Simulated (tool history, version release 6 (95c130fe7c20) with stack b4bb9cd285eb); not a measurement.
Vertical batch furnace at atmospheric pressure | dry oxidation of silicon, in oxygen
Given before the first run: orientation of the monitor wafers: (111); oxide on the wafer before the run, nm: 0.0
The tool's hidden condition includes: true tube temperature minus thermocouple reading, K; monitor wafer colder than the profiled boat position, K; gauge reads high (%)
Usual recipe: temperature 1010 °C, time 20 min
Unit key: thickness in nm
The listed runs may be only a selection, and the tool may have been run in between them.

run   hour  temperature  time  wafers since the last listed run  hours since the last temperature calibration  hours since the boat lift was adjusted  hours since the gauge calibration  read-back reference wafer on the same gauge, thickness  thickness
  1    0.0         1010    20                                 0                                        1471.4                                  3442.5                              290.9                                                   31.53      31.66
  2   43.3         1010    20                               801                                        1514.7                                  3485.8                              334.2                                                   31.50      31.91
  3   88.8         1010    20                               841                                        1560.2                                  3531.3                              379.7                                                   31.55      31.88
  4  150.5         1010    20                              1141                                        1621.9                                  3593.0                              441.4                                                   31.49      31.54
  5  177.4         1010    20                               497                                        1648.8                                  3619.9                              468.3                                                   31.45      31.78
  6  217.7         1000    20                               745                                        1689.1                                  3660.2                              508.6                                                   31.56      29.40
  7  286.5         1000    20                              1272                                        1757.9                                  3729.0                              577.4                                                   31.48      29.15
  8  311.9         1010    20                               469                                        1783.3                                  3754.4                              602.8                                                   31.55      32.07
  9  369.8         1010    20                              1071                                        1841.2                                  3812.3                              660.7                                                   31.53      31.94
     371.2  -- gauge calibrated
 10  401.8         1010    20                               591                                        1873.2                                  3844.3                               30.6                                                   31.54      31.99
     469.8  -- boat lift adjusted
 11  470.3         1030    20                               823                                        1941.7                                     0.5                               99.1                                                   31.49      36.99
 12  514.0         1030    20                               808                                        1985.4                                    44.2                              142.8                                                   31.47      37.14
 13  564.0         1030    20                               924                                        2035.4                                    94.2                              192.8                                                   31.50      37.24
     626.4  -- thermocouples replaced and temperature profile calibrated
 14  626.9         1027    20                               719                                           0.5                                   157.1                              255.7                                                   31.50      35.53
 15  640.4         1030    20                               249                                          14.0                                   170.6                              269.2                                                   31.46      36.59
 16  703.3         1001    20                              1163                                          76.9                                   233.5                              332.1                                                   31.47      29.07
 17  756.0         1001    30                               974                                         129.6                                   286.2                              384.8                                                   31.53      38.15
 18  824.3         1010    27                              1263                                         197.9                                   354.5                              453.1                                                   31.56      38.17

Estimate the outcome of run 19 from the log above:
 19  871.2         1001    20                               867                                         244.8                                   401.4                              500.0                                                       ?          ?

read-back reference wafer on the same gauge, thickness: 31.51
thickness: 28.98 nm
With no hidden state in the tool, this same run would have given thickness 28.88 nm.
